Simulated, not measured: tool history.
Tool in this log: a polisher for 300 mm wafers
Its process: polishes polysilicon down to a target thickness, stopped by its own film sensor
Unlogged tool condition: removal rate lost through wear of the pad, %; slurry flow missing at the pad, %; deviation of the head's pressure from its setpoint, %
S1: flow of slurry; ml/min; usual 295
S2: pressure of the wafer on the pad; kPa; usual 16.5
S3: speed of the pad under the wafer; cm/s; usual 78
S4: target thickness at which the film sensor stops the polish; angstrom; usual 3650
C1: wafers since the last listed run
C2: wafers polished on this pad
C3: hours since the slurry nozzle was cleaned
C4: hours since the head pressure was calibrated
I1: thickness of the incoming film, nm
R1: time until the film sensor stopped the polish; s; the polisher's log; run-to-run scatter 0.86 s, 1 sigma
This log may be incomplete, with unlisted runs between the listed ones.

run,hour,S1,S2,S3,S4,C1,C2,C3,C4,I1,R1
1,0,295,16.5,78,3650,0,2825,217.8,333.1,673.1,56.8
2,68.2,360,16.5,78,3650,770,3595,286,401.3,676.9,57.2
3,105,360,16.5,78,3650,415,4010,322.8,438.1,668.3,55.4
# hour 134.2: worn pad replaced by a new one
4,139.8,360,16.5,78,3650,347,62,357.6,472.9,676.1,56.8
# hour 199.1: slurry nozzle cleaned
5,208.4,295,16.5,78,3650,763,825,9.3,541.5,689.3,59.3
6,247.9,295,16.5,78,3650,445,1271,48.8,581,683.5,60.9
7,285.9,295,16.5,78,3650,429,1700,86.8,619,674,56.8
8,334.2,295,16.5,78,3290,545,2246,135.1,667.3,671.2,63.4
9,486.9,375,16.5,78,3650,1724,3970,287.8,820,676.1,56
# hour 502.9: worn pad replaced by a new one
10,550.7,295,17.9,78,3650,675,539,351.6,883.8,665.3,51.5
11,614.2,375,14.5,78,3650,716,1256,415.1,947.3,683.5,64.1
# hour 620.7: slurry nozzle cleaned
12,646.8,295,20,78,3650,356,1612,26.1,979.9,682.7,50.4
13,697.6,295,16.5,68,2800,573,2186,76.9,1030.7,687.1,81.2
14,722,295,16.5,68,2800,275,2462,101.3,1055.1,678.8,80.3
15,754.5,295,16.5,68,2800,366,2828,133.8,1087.6,681.7,82.5
16,797.8,295,16.5,78,3650,488,3317,177.1,1130.9,691.5,59.8
17,833.1,295,16.5,88,3650,398,3716,212.4,1166.2,672.8,51
# hour 850.4: head pressure recalibrated
# hour 862.3: worn pad replaced by a new one
18,862.8,295,16.5,78,3650,267,5,242.1,12.4,675.5,59.3
19,907.9,295,16.5,78,3650,509,514,287.2,57.5,680.5,60.8
20,969.9,370,16.5,78,2840,700,1214,349.2,119.5,672.7,72
# hour 992.2: slurry nozzle cleaned
21,1022.7,295,16.5,78,4050,584,1799,30.5,172.3,679.4,52.6
22,1086.8,205,16.5,78,3650,723,2522,94.6,236.4,675.5,62.8
23,1157.5,295,16.5,78,4680,798,3321,165.3,307.1,665.4,38.5
24,1192.5,295,18.6,58,3650,395,3716,200.3,342.1,681.3,68.4
# hour 1231.4: worn pad replaced by a new one, of another model than before
25,1231.9,295,19.3,94,3230,399,6,239.7,381.5,690.6,59.3
26,1415.8,210,18.6,94,2740,2076,2082,423.6,565.4,676.4,72.6
# hour 1460: slurry nozzle cleaned
27,1473.2,295,16.5,78,3650,636,2719,13.2,622.8,679.2,58.4
28,1506.7,190,13.8,68,3650,378,3097,46.7,656.3,670.8,77.4
29,1546.4,295,16.5,78,3650,448,3545,86.4,696,671,56.4
30,1579.4,295,16.5,78,3650,372,3918,119.4,729,689.9,61.1
# hour 1607.6: worn pad replaced by a new one
31,1618.6,210,16.5,52,4640,397,124,158.6,768.2,679,52
32,1685.9,295,16.5,78,4040,759,883,225.9,835.5,671.9,50.3
33,1751.7,295,18.6,54,3650,742,1626,291.7,901.3,676.2,63.7
34,1775.8,295,16.5,78,3650,272,1899,315.8,925.4,677.1,56.6
35,1807.5,295,16.5,78,3650,357,2256,347.5,957.1,681.4,59.3
36,1871.5,220,16.5,78,3650,722,2979,411.5,1021.1,674.8,62.2

Results per run with the tool's hidden condition removed, run-to-run variation unchanged:
run,R1
1,57.5
2,58
3,56.3
4,57.7
5,60.4
6,62.2
7,58.1
8,65
9,57.8
10,53.4
11,66.8
12,52.6
13,85.1
14,84.2
15,86.8
16,63.1
17,53.9
18,59.7
19,61.3
20,72.5
21,53
22,63.3
23,38.9
24,69.2
25,59.7
26,73.3
27,59
28,78.3
29,57.2
30,61.9
31,52.8
32,51.2
33,64.9
34,57.8
35,60.6
36,63.7
